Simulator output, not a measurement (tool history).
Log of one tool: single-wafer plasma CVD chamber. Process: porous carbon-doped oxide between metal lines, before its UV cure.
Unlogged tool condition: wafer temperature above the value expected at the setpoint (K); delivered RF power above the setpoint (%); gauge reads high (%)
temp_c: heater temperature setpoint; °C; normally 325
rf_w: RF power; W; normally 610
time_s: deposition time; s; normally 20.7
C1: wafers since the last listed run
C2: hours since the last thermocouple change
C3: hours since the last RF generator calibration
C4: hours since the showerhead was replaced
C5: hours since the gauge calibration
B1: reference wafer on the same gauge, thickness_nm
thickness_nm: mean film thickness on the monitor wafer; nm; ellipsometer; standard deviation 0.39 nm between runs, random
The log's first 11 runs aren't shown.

{"run": 12, "hour": 437.0, "temp_c": 325, "rf_w": 545, "time_s": 17.6, "C1": 595, "C2": 1762.1, "C3": 650.8, "C4": 5964.4, "C5": 750.6, "B1": 110.896, "thickness_nm": 79.872}
{"run": 13, "hour": 462.9, "temp_c": 325, "rf_w": 545, "time_s": 17.6, "C1": 609, "C2": 1788.0, "C3": 676.7, "C4": 5990.3, "C5": 776.5, "B1": 110.877, "thickness_nm": 79.382}
{"run": 14, "hour": 488.5, "temp_c": 325, "rf_w": 610, "time_s": 20.7, "C1": 602, "C2": 1813.6, "C3": 702.3, "C4": 6015.9, "C5": 802.1, "B1": 110.959, "thickness_nm": 98.88}
{"run": 15, "hour": 549.5, "temp_c": 325, "rf_w": 610, "time_s": 20.7, "C1": 1436, "C2": 1874.6, "C3": 763.3, "C4": 6076.9, "C5": 863.1, "B1": 111.019, "thickness_nm": 99.734}
{"run": 16, "hour": 573.9, "temp_c": 325, "rf_w": 610, "time_s": 20.7, "C1": 574, "C2": 1899.0, "C3": 787.7, "C4": 6101.3, "C5": 887.5, "B1": 111.153, "thickness_nm": 98.674}
{"run": 17, "hour": 640.7, "temp_c": 325, "rf_w": 570, "time_s": 16.7, "C1": 1572, "C2": 1965.8, "C3": 854.5, "C4": 6168.1, "C5": 954.3, "B1": 110.925, "thickness_nm": 77.331}
{"run": 18, "hour": 707.1, "temp_c": 325, "rf_w": 610, "time_s": 20.7, "C1": 1563, "C2": 2032.2, "C3": 920.9, "C4": 6234.5, "C5": 1020.7, "B1": 111.03, "thickness_nm": 99.089}
{"run": 19, "hour": 771.5, "temp_c": 319, "rf_w": 515, "time_s": 20.7, "C1": 1516, "C2": 2096.6, "C3": 985.3, "C4": 6298.9, "C5": 1085.1, "B1": 111.146, "thickness_nm": 91.807}
{"run": 20, "hour": 812.6, "temp_c": 332, "rf_w": 610, "time_s": 16.9, "C1": 967, "C2": 2137.7, "C3": 1026.4, "C4": 6340.0, "C5": 1126.2, "B1": 111.199, "thickness_nm": 78.779}
{"hour": 863.4, "done": "showerhead replaced"}
{"run": 21, "hour": 882.3, "temp_c": 338, "rf_w": 685, "time_s": 20.7, "C1": 1452, "C2": 2207.4, "C3": 1096.1, "C4": 18.9, "C5": 1195.9, "B1": 110.807, "thickness_nm": 100.69}
{"hour": 901.3, "done": "RF generator calibrated"}
{"run": 22, "hour": 939.8, "temp_c": 325, "rf_w": 610, "time_s": 20.7, "C1": 1165, "C2": 2264.9, "C3": 38.5, "C4": 76.4, "C5": 1253.4, "B1": 110.922, "thickness_nm": 96.665}
{"hour": 992.3, "done": "gauge calibrated"}
{"run": 23, "hour": 1008.3, "temp_c": 332, "rf_w": 680, "time_s": 19.3, "C1": 1612, "C2": 2333.4, "C3": 107.0, "C4": 144.9, "C5": 16.0, "B1": 110.86, "thickness_nm": 92.551}
{"run": 24, "hour": 1050.7, "temp_c": 314, "rf_w": 510, "time_s": 24.3, "C1": 998, "C2": 2375.8, "C3": 149.4, "C4": 187.3, "C5": 58.4, "B1": 111.152, "thickness_nm": 105.26}
{"run": 25, "hour": 1090.4, "temp_c": 320, "rf_w": 700, "time_s": 18.3, "C1": 934, "C2": 2415.5, "C3": 189.1, "C4": 227.0, "C5": 98.1, "B1": 110.983, "thickness_nm": 95.063}
{"hour": 1142.1, "done": "thermocouple changed; heater temperature recalibrated"}
{"run": 26, "hour": 1154.8, "temp_c": 335, "rf_w": 610, "time_s": 20.7, "C1": 1327, "C2": 12.7, "C3": 253.5, "C4": 291.4, "C5": 162.5, "B1": 111.017, "thickness_nm": 91.653}
{"run": 27, "hour": 1222.6, "temp_c": 312, "rf_w": 510, "time_s": 17.5, "C1": 1596, "C2": 80.5, "C3": 321.3, "C4": 359.2, "C5": 230.3, "B1": 110.93, "thickness_nm": 77.221}
{"hour": 1274.8, "done": "RF generator calibrated, repeated, since the last time left the tool worse"}
{"run": 28, "hour": 1275.3, "temp_c": 325, "rf_w": 610, "time_s": 20.7, "C1": 1052, "C2": 133.2, "C3": 0.5, "C4": 411.9, "C5": 283.0, "B1": 111.05, "thickness_nm": 101.017}
{"run": 29, "hour": 1321.2, "temp_c": 319, "rf_w": 700, "time_s": 24.4, "C1": 1080, "C2": 179.1, "C3": 46.4, "C4": 457.8, "C5": 328.9, "B1": 111.12, "thickness_nm": 133.268}
{"run": 30, "hour": 1369.4, "temp_c": 332, "rf_w": 570, "time_s": 18.3, "C1": 1134, "C2": 227.3, "C3": 94.6, "C4": 506.0, "C5": 377.1, "B1": 111.137, "thickness_nm": 83.473}
{"run": 31, "hour": 1409.5, "temp_c": 325, "rf_w": 610, "time_s": 20.7, "C1": 944, "C2": 267.4, "C3": 134.7, "C4": 546.1, "C5": 417.2, "B1": 110.92, "thickness_nm": 100.449}
{"run": 32, "hour": 1434.3, "temp_c": 325, "rf_w": 610, "time_s": 22.0, "C1": 583, "C2": 292.2, "C3": 159.5, "C4": 570.9, "C5": 442.0, "B1": 111.067, "thickness_nm": 106.807}
{"run": 33, "hour": 1467.8, "temp_c": 325, "rf_w": 655, "time_s": 20.7, "C1": 788, "C2": 325.7, "C3": 193.0, "C4": 604.4, "C5": 475.5, "B1": 111.151, "thickness_nm": 105.104}
{"run": 34, "hour": 1536.4, "temp_c": 316, "rf_w": 610, "time_s": 20.7, "C1": 1615, "C2": 394.3, "C3": 261.6, "C4": 673.0, "C5": 544.1, "B1": 110.937, "thickness_nm": 103.968}

4 ways to go on from here, each from the tool as it stands after run 34. What would each give?
{"run": "A", "hour": 1536.8, "temp_c": 325, "rf_w": 705, "time_s": 20.7, "C1": 9, "C2": 394.7, "C3": 262.0, "C4": 673.4, "C5": 544.5, "B1": "?", "thickness_nm": "?"}
{"run": "B", "hour": 1536.8, "temp_c": 312, "rf_w": 540, "time_s": 19.0, "C1": 9, "C2": 394.7, "C3": 262.0, "C4": 673.4, "C5": 544.5, "B1": "?", "thickness_nm": "?"}
{"run": "C", "hour": 1536.8, "temp_c": 319, "rf_w": 680, "time_s": 23.9, "C1": 9, "C2": 394.7, "C3": 262.0, "C4": 673.4, "C5": 544.5, "B1": "?", "thickness_nm": "?"}
{"run": "D", "hour": 1536.8, "temp_c": 325, "rf_w": 535, "time_s": 22.2, "C1": 9, "C2": 394.7, "C3": 262.0, "C4": 673.4, "C5": 544.5, "B1": "?", "thickness_nm": "?"}

run=A B1=110.767 thickness_nm=108.919
run=B B1=110.767 thickness_nm=90.319
run=C B1=110.767 thickness_nm=125.685
run=D B1=110.767 thickness_nm=98.481
With no hidden state in the tool, these same runs would have given:
run=A thickness_nm=110.576
run=B thickness_nm=91.745
run=C thickness_nm=127.597
run=D thickness_nm=100.035
